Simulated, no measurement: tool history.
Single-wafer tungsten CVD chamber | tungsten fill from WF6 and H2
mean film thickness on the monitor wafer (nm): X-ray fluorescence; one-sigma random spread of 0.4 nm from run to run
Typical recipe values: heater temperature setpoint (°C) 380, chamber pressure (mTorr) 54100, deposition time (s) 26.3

run     day  heater temperature setpoint (°C)  chamber pressure (mTorr)  deposition time (s)  wafers since the last listed run  hours since the last thermocouple change  hours since the last manometer calibration  hours since the showerhead was replaced  hours since the gauge calibration  read-back reference wafer on the same gauge, thickness_nm  mean film thickness on the monitor wafer (nm)
  1       0                               380                     54100                 26.3                                 0                                    2177.1                                      1470.8                                   5882.4                              233.9                                                     81.512                                         70.767
  2   2.896                               380                     54100                 26.3                              1140                                    2246.6                                      1540.3                                   5951.9                              303.4                                                     81.573                                         70.666
  3   4.867                               380                     54100                 26.3                               776                                    2293.9                                      1587.6                                   5999.2                              350.7                                                     81.359                                         70.372
  4   6.262                               380                     54100                 26.3                               549                                    2327.4                                      1621.1                                   6032.7                              384.2                                                     81.545                                         70.185
  5   7.492                               380                     54100                 26.3                               484                                    2356.9                                      1650.6                                   6062.2                              413.7                                                     81.404                                         69.963
  6   8.667                               380                     54100                 26.3                               462                                    2385.1                                      1678.8                                   6090.4                              441.9                                                     81.559                                         70.546
  7  10.546                               380                     54100                 26.3                               740                                    2430.2                                      1723.9                                   6135.5                                487                                                     81.431                                         70.615
  8  13.158                               371                     54100                 26.3                              1029                                    2492.9                                      1786.6                                   6198.2                              549.7                                                     81.268                                         56.382
  9  14.521                               380                     54100                 26.3                               536                                    2525.6                                      1819.3                                   6230.9                              582.4                                                     81.522                                         70.186
 10    15.6                               380                     54100                 26.3                               425                                    2551.5                                      1845.2                                   6256.8                              608.3                                                     81.557                                         69.985
 11  18.067                               380                     54100                 26.3                               971                                    2610.7                                      1904.4                                     6316                              667.5                                                     81.548                                         69.835
 12  19.554                               391                     54100                 26.3                               585                                    2646.4                                      1940.1                                   6351.7                              703.2                                                      81.57                                         89.469
 13  22.525                               391                     54100                 26.3                              1170                                    2717.7                                      2011.4                                     6423                              774.5                                                     81.614                                         89.606
 14  24.312                               391                     54100                 26.3                               704                                    2760.6                                      2054.3                                   6465.9                              817.4                                                      81.57                                         89.448
     26.892  -- showerhead replaced
 15  26.912                               380                     54100                 26.3                               892                                      2823                                      2116.7                                      0.5                              879.8                                                     81.437                                          69.76
     27.679  -- gauge calibrated
 16    28.2                               380                     54100                 26.3                               507                                    2853.9                                      2147.6                                     31.4                               12.5                                                     81.517                                         69.673
 17  30.475                               372                     54100                 28.9                               896                                    2908.5                                      2202.2                                       86                               67.1                                                     81.593                                         63.471
     32.554  -- capacitance manometer re-zeroed and calibrated
 18  33.183                               380                     54100                 26.3                               935                                    2973.5                                        15.1                                      151                              132.1                                                     81.505                                         71.928
 19   35.15                               386                     42100                 30.8                               774                                    3020.7                                        62.3                                    198.2                              179.3                                                      81.39                                         87.503
 20   37.15                               394                     41600                 31.3                               787                                    3068.7                                       110.3                                    246.2                              227.3                                                     81.507                                        105.958
 21  39.858                               380                     54100                 26.3                              1066                                    3133.7                                       175.3                                    311.2                              292.3                                                     81.555                                         72.313
 22   41.05                               380                     44000                 26.3                               469                                    3162.3                                       203.9                                    339.8                              320.9                                                     81.485                                         65.877
 23   44.05                               366                     58900                 26.3                              1181                                    3234.3                                       275.9                                    411.8                              392.9                                                     81.294                                         52.914
 24    46.8                               393                     57900                 28.6                              1083                                    3300.3                                       341.9                                    477.8                              458.9                                                     81.556                                        107.072
 25  48.408                               390                     54100                 26.3                               633                                    3338.9                                       380.5                                    516.4                              497.5                                                     81.379                                         89.606
     49.167  -- thermocouple changed; heater temperature recalibrated
 26  49.967                               380                     54100                 29.6                               482                                      19.2                                       417.9                                    553.8                              534.9                                                     81.503                                         81.354
 27  51.958                               380                     43700                 29.2                               784                                        67                                       465.7                                    601.6                              582.7                                                      81.62                                         73.113
 28  54.433                               380                     54100                 26.3                               974                                     126.4                                       525.1                                      661                              642.1                                                     81.572                                         72.382
 29  55.604                               387                     45700                   31                               461                                     154.5                                       553.2                                    689.1                              670.2                                                     81.468                                         91.376

Run 30 comes next. What will it give?
 30  57.388                               366                     48900                 22.9                               702                                     197.3                                         596                                    731.9                                713                                                          ?                                              ?

read-back reference wafer on the same gauge, thickness_nm: 81.42
mean film thickness on the monitor wafer (nm): 43.071
If the tool had no hidden condition, the same run with the same run-to-run variation would have returned mean film thickness on the monitor wafer (nm) 43.354.
